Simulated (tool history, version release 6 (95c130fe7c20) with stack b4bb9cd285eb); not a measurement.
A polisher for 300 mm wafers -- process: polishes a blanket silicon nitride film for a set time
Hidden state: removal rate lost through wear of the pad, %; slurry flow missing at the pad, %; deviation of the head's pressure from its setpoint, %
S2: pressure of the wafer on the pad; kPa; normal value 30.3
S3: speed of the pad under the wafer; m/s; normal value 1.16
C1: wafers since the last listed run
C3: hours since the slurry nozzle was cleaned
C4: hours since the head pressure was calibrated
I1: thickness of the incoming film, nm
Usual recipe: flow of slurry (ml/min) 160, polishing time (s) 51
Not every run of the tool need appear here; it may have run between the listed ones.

Run 1, hour 0.0: usual settings but S3 1.34 m/s; C1 0; wafers polished on this pad 2328; C3 40.2; C4 641.1; I1 411.4. Result: film removed (angstrom) 1309.
Run 2, hour 67.8: usual settings but S3 1.34 m/s; C1 866; wafers polished on this pad 3195; C3 108.0; C4 708.9; I1 410.8. Result: film removed (angstrom) 1353.
At hour 108.1: worn pad replaced by a new one.
Run 3, hour 108.6: usual settings; C1 470; wafers polished on this pad 6; C3 148.8; C4 749.7; I1 413.6. Result: film removed (angstrom) 1210.
Run 4, hour 132.8: usual settings; C1 309; wafers polished on this pad 315; C3 173.0; C4 773.9; I1 410.2. Result: film removed (angstrom) 1179.
Run 5, hour 185.4: usual settings but S2 23.4 kPa; C1 672; wafers polished on this pad 987; C3 225.6; C4 826.5; I1 414.3. Result: film removed (angstrom) 911.
Run 6, hour 313.5: usual settings but S2 23.4 kPa; C1 1637; wafers polished on this pad 2625; C3 353.7; C4 954.6; I1 408.9. Result: film removed (angstrom) 943.
At hour 336.1: worn pad replaced by a new one.
Run 7, hour 380.0: usual settings; C1 798; wafers polished on this pad 561; C3 420.2; C4 1021.1; I1 409.3. Result: film removed (angstrom) 1211.
Run 8, hour 454.3: usual settings; C1 949; wafers polished on this pad 1511; C3 494.5; C4 1095.4; I1 408.3. Result: film removed (angstrom) 1206.
Run 9, hour 503.1: usual settings; C1 623; wafers polished on this pad 2135; C3 543.3; C4 1144.2; I1 408.1. Result: film removed (angstrom) 1233.
Run 10, hour 573.9: usual settings but flow of slurry (ml/min) 205; C1 905; wafers polished on this pad 3040; C3 614.1; C4 1215.0; I1 403.1. Result: film removed (angstrom) 1282.
At hour 611.3: worn pad replaced by a new one, of another model than before.
Run 11, hour 620.7: usual settings but flow of slurry (ml/min) 130, S2 24.8 kPa; C1 547; wafers polished on this pad 120; C3 660.9; C4 1261.8; I1 407.7. Result: film removed (angstrom) 1024.
At hour 634.3: slurry nozzle cleaned.
Run 12, hour 656.1: usual settings but flow of slurry (ml/min) 130, S2 24.8 kPa; C1 439; wafers polished on this pad 559; C3 21.8; C4 1297.2; I1 408.7. Result: film removed (angstrom) 1002.
Run 13, hour 682.1: usual settings; C1 332; wafers polished on this pad 892; C3 47.8; C4 1323.2; I1 415.4. Result: film removed (angstrom) 1166.
Run 14, hour 748.1: usual settings but flow of slurry (ml/min) 145, S2 20.0 kPa, S3 0.86 m/s; C1 843; wafers polished on this pad 1735; C3 113.8; C4 1389.2; I1 412.8. Result: film removed (angstrom) 796.
Run 15, hour 806.7: usual settings but flow of slurry (ml/min) 140, S3 0.92 m/s, polishing time (s) 41; C1 749; wafers polished on this pad 2484; C3 172.4; C4 1447.8; I1 403.9. Result: film removed (angstrom) 819.
At hour 850.9: worn pad replaced by a new one.
Run 16, hour 869.7: usual settings but flow of slurry (ml/min) 140, S3 0.80 m/s, polishing time (s) 40; C1 754; wafers polished on this pad 240; C3 235.4; C4 1510.8; I1 408.3. Result: film removed (angstrom) 736.
At hour 903.1: head pressure recalibrated.
Run 17, hour 941.7: usual settings but flow of slurry (ml/min) 125, polishing time (s) 61; C1 894; wafers polished on this pad 1135; C3 307.4; C4 38.6; I1 412.9. Result: film removed (angstrom) 1260.
Run 18, hour 992.7: usual settings; C1 651; wafers polished on this pad 1787; C3 358.4; C4 89.6; I1 408.0. Result: film removed (angstrom) 1092.
Run 19, hour 1037.4: usual settings but S2 22.1 kPa, S3 1.46 m/s; C1 571; wafers polished on this pad 2358; C3 403.1; C4 134.3; I1 415.8. Result: film removed (angstrom) 1052.
Run 20, hour 1090.0: usual settings but S2 24.1 kPa, S3 1.36 m/s; C1 672; wafers polished on this pad 3030; C3 455.7; C4 186.9; I1 413.7. Result: film removed (angstrom) 1069.
At hour 1116.0: worn pad replaced by a new one.
Run 21, hour 1116.6: usual settings but S2 40.7 kPa; C1 288; wafers polished on this pad 7; C3 482.3; C4 213.5; I1 412.9. Result: film removed (angstrom) 1338.
Run 22, hour 1201.6: usual settings but flow of slurry (ml/min) 110, S3 1.42 m/s, polishing time (s) 62; C1 1086; wafers polished on this pad 1093; C3 567.3; C4 298.5; I1 416.0. Result: film removed (angstrom) 1436.
At hour 1235.5: slurry nozzle cleaned.
Run 23, hour 1248.5: usual settings but S2 20.7 kPa; C1 586; wafers polished on this pad 1680; C3 13.0; C4 345.4; I1 417.2. Result: film removed (angstrom) 883.
Run 24, hour 1286.4: usual settings; C1 484; wafers polished on this pad 2165; C3 50.9; C4 383.3; I1 412.5. Result: film removed (angstrom) 1105.
Run 25, hour 1335.4: usual settings but S3 1.28 m/s, polishing time (s) 38; C1 626; wafers polished on this pad 2791; C3 99.9; C4 432.3; I1 407.4. Result: film removed (angstrom) 887.

Branching from run 25: 4 alternative next runs. What would each branch give?
Run A, hour 1335.8: usual settings but S3 0.90 m/s; C1 5; wafers polished on this pad 2796; C3 100.3; C4 432.7; I1 405.1. Result: film removed (angstrom) ?.
Run B, hour 1335.8: usual settings but flow of slurry (ml/min) 190, S2 24.1 kPa, polishing time (s) 64; C1 5; wafers polished on this pad 2796; C3 100.3; C4 432.7; I1 405.1. Result: film removed (angstrom) ?.
Run C, hour 1335.8: usual settings but S3 0.92 m/s; C1 5; wafers polished on this pad 2796; C3 100.3; C4 432.7; I1 405.1. Result: film removed (angstrom) ?.
Run D, hour 1335.8: usual settings but flow of slurry (ml/min) 145; C1 5; wafers polished on this pad 2796; C3 100.3; C4 432.7; I1 405.1. Result: film removed (angstrom) ?.

run  film removed (angstrom)
  A                      963
  B                     1262
  C                      975
  D                     1103
Had the tool no hidden state, the same runs would have come out as:
run  film removed (angstrom)
  A                      940
  B                     1232
  C                      952
  D                     1077
